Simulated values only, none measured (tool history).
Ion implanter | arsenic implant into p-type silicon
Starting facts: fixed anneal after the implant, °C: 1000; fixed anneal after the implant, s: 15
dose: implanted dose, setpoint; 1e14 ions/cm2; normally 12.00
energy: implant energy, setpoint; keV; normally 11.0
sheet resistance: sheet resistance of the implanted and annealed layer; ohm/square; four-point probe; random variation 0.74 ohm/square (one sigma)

| run | hour | dose | energy | read-back reference wafer on the same gauge, sheet resistance | sheet resistance |
|---|---|---|---|---|---|
| 1 | 0.0 | 13.36 | 9.0 | 171.04 | 154.05 |
| 2 | 42.4 | 13.36 | 9.0 | 170.97 | 154.95 |
| 3 | 81.2 | 12.00 | 13.0 | 171.29 | 146.43 |
| 4 | 113.4 | 12.00 | 13.0 | 171.27 | 146.25 |
| 5 | 153.8 | 12.00 | 13.0 | 171.16 | 146.50 |
| 6 | 179.9 | 12.00 | 11.0 | 171.10 | 153.23 |
| 7 | 233.8 | 10.52 | 11.0 | 170.96 | 157.99 |
| 8 | 299.2 | 10.52 | 11.0 | 171.04 | 159.60 |
| 9 | 332.7 | 10.52 | 11.0 | 171.00 | 160.27 |
| 10 | 387.4 | 12.00 | 11.0 | 171.09 | 150.96 |
| 11 | 425.4 | 12.00 | 11.0 | 170.94 | 151.01 |
| 12 | 465.7 | 12.00 | 11.0 | 170.98 | 153.45 |
| 13 | 509.8 | 9.46 | 12.0 | 171.25 | 162.25 |
| 14 | 576.4 | 9.87 | 11.0 | 170.97 | 162.47 |
| 15 | 630.4 | 9.47 | 8.0 | 171.21 | 172.78 |
| 16 | 679.8 | 13.52 | 9.5 | 171.08 | 151.33 |
| 17 | 725.9 | 15.32 | 12.5 | 171.10 | 139.08 |
| 18 | 779.0 | 9.74 | 11.0 | 170.98 | 162.63 |
| 19 | 947.9 | 10.56 | 13.0 | 170.94 | 152.72 |
| 20 | 974.6 | 13.46 | 11.0 | 171.01 | 147.34 |
| 21 | 1027.8 | 10.88 | 12.5 | 170.76 | 152.69 |
| 22 | 1059.0 | 12.00 | 11.0 | 170.87 | 152.66 |
| 23 | 1091.8 | 12.00 | 11.0 | 171.21 | 152.18 |
| 24 | 1120.2 | 10.52 | 14.5 | 170.77 | 149.34 |
| 25 | 1150.9 | 12.00 | 11.0 | 171.24 | 152.43 |
| 26 | 1222.9 | 12.00 | 13.0 | 171.08 | 144.60 |
| 27 | 1258.6 | 13.41 | 13.0 | 170.85 | 141.98 |
| 28 | 1314.2 | 12.00 | 11.0 | 170.95 | 152.57 |
| 29 | 1359.7 | 12.00 | 10.0 | 170.89 | 154.44 |
| 30 | 1405.6 | 12.00 | 9.0 | 170.99 | 157.86 |
| 31 | 1476.9 | 14.77 | 8.5 | 170.79 | 151.78 |
| 32 | 1524.0 | 9.91 | 13.5 | 171.07 | 155.78 |
| 33 | 1562.5 | 10.81 | 14.5 | 171.19 | 146.28 |
| 34 | 1707.9 | 14.88 | 14.5 | 170.92 | 134.77 |
| 35 | 1768.1 | 12.00 | 11.0 | 171.00 | 152.32 |
| 36 | 1832.2 | 13.13 | 12.5 | 171.05 | 143.49 |
| 37 | 1874.7 | 9.34 | 14.0 | 171.02 | 157.17 |

Missing from the log above: 3 entries noted between runs. For each, name the pair of listed runs it sits between and say how the tool's hidden condition differs from the listed run just before to the listed run just after:
In the gap between runs 27 and 28: gauge calibrated (hour 1275.8)
  both runs share identical hidden conditions
In the gap between runs 28 and 29: Faraday cup replaced and dose calibrated (hour 1330.8); extraction supply calibrated (hour 1359.2)
  both runs share identical hidden conditions
